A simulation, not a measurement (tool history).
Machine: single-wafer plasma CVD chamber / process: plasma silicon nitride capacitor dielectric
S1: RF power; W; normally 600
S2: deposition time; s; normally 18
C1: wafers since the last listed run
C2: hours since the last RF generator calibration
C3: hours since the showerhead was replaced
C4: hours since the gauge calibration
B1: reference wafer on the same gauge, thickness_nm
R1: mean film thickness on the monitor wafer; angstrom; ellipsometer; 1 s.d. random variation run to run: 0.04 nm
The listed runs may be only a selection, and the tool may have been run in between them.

Run 1, hour 0: usual settings but S1 660 W; C1 0; C2 1681.2; C3 3173.1; C4 54.4; B1 30.218. Result: R1 275.42 angstrom.
Run 2, hour 10.9: usual settings; C1 299; C2 1692.1; C3 3184; C4 65.3; B1 30.215. Result: R1 266.7 angstrom.
Run 3, hour 18.1: usual settings; C1 198; C2 1699.3; C3 3191.2; C4 72.5; B1 30.224. Result: R1 267.5 angstrom.
Run 4, hour 34.6: usual settings; C1 454; C2 1715.8; C3 3207.7; C4 89; B1 30.24. Result: R1 266.78 angstrom.
Run 5, hour 50.8: usual settings; C1 445; C2 1732; C3 3223.9; C4 105.2; B1 30.24. Result: R1 267.1 angstrom.
Run 6, hour 67.3: usual settings but S2 15.4 s; C1 454; C2 1748.5; C3 3240.4; C4 121.7; B1 30.244. Result: R1 228.2 angstrom.
At hour 69.8: gauge calibrated.
Run 7, hour 75.3: usual settings; C1 220; C2 1756.5; C3 3248.4; C4 5.5; B1 30.115. Result: R1 265.99 angstrom.
Run 8, hour 88.4: usual settings; C1 360; C2 1769.6; C3 3261.5; C4 18.6; B1 30.15. Result: R1 265.4 angstrom.
Run 9, hour 103.6: usual settings; C1 418; C2 1784.8; C3 3276.7; C4 33.8; B1 30.176. Result: R1 266.28 angstrom.
At hour 120.2: showerhead replaced.
Run 10, hour 120.7: usual settings but S1 490 W, S2 16.4 s; C1 250; C2 1801.9; C3 0.5; C4 50.9; B1 30.199. Result: R1 227.04 angstrom.
Run 11, hour 127.1: usual settings but S1 485 W, S2 20.3 s; C1 176; C2 1808.3; C3 6.9; C4 57.3; B1 30.2. Result: R1 279.93 angstrom.
Run 12, hour 141: usual settings but S2 15.4 s; C1 382; C2 1822.2; C3 20.8; C4 71.2; B1 30.207. Result: R1 228.01 angstrom.
Run 13, hour 148.6: usual settings but S1 695 W, S2 21 s; C1 209; C2 1829.8; C3 28.4; C4 78.8; B1 30.218. Result: R1 326.94 angstrom.
Run 14, hour 156.5: usual settings; C1 217; C2 1837.7; C3 36.3; C4 86.7; B1 30.225. Result: R1 267.82 angstrom.
At hour 167.8: RF generator calibrated.
Run 15, hour 169.2: usual settings but S1 560 W, S2 14.4 s; C1 129; C2 1.4; C3 49; C4 99.4; B1 30.225. Result: R1 208.53 angstrom.
At hour 179.4: gauge calibrated.
Run 16, hour 182.5: usual settings; C1 365; C2 14.7; C3 62.3; C4 3.1; B1 30.128. Result: R1 266.6 angstrom.
Run 17, hour 199.9: usual settings but S1 695 W, S2 19.5 s; C1 478; C2 32.1; C3 79.7; C4 20.5; B1 30.174. Result: R1 302.33 angstrom.
Run 18, hour 213.4: usual settings; C1 371; C2 45.6; C3 93.2; C4 34; B1 30.202. Result: R1 266.37 angstrom.
Run 19, hour 225.1: usual settings but S1 640 W, S2 20.1 s; C1 321; C2 57.3; C3 104.9; C4 45.7; B1 30.217. Result: R1 303.59 angstrom.

Alternative continuations, all from the tool just after run 19; predict every row:
Run A, hour 225.5: usual settings; C1 11; C2 57.7; C3 105.3; C4 46.1; B1 ?. Result: R1 ?.
Run B, hour 225.5: usual settings but S1 570 W, S2 14.8 s; C1 11; C2 57.7; C3 105.3; C4 46.1; B1 ?. Result: R1 ?.
Run C, hour 225.5: usual settings but S1 545 W; C1 11; C2 57.7; C3 105.3; C4 46.1; B1 ?. Result: R1 ?.
Run D, hour 225.5: usual settings but S2 14.7 s; C1 11; C2 57.7; C3 105.3; C4 46.1; B1 ?. Result: R1 ?.
Run E, hour 225.5: usual settings but S2 15.8 s; C1 11; C2 57.7; C3 105.3; C4 46.1; B1 ?. Result: R1 ?.

run      B1      R1
  A  30.214  266.21
  B  30.214   215.2
  C  30.214  257.86
  D  30.214   217.4
  E  30.214  233.67
Had the tool no hidden state, the same runs would have come out as:
run      R1
  A  265.14
  B  214.34
  C  256.83
  D  216.53
  E  232.74
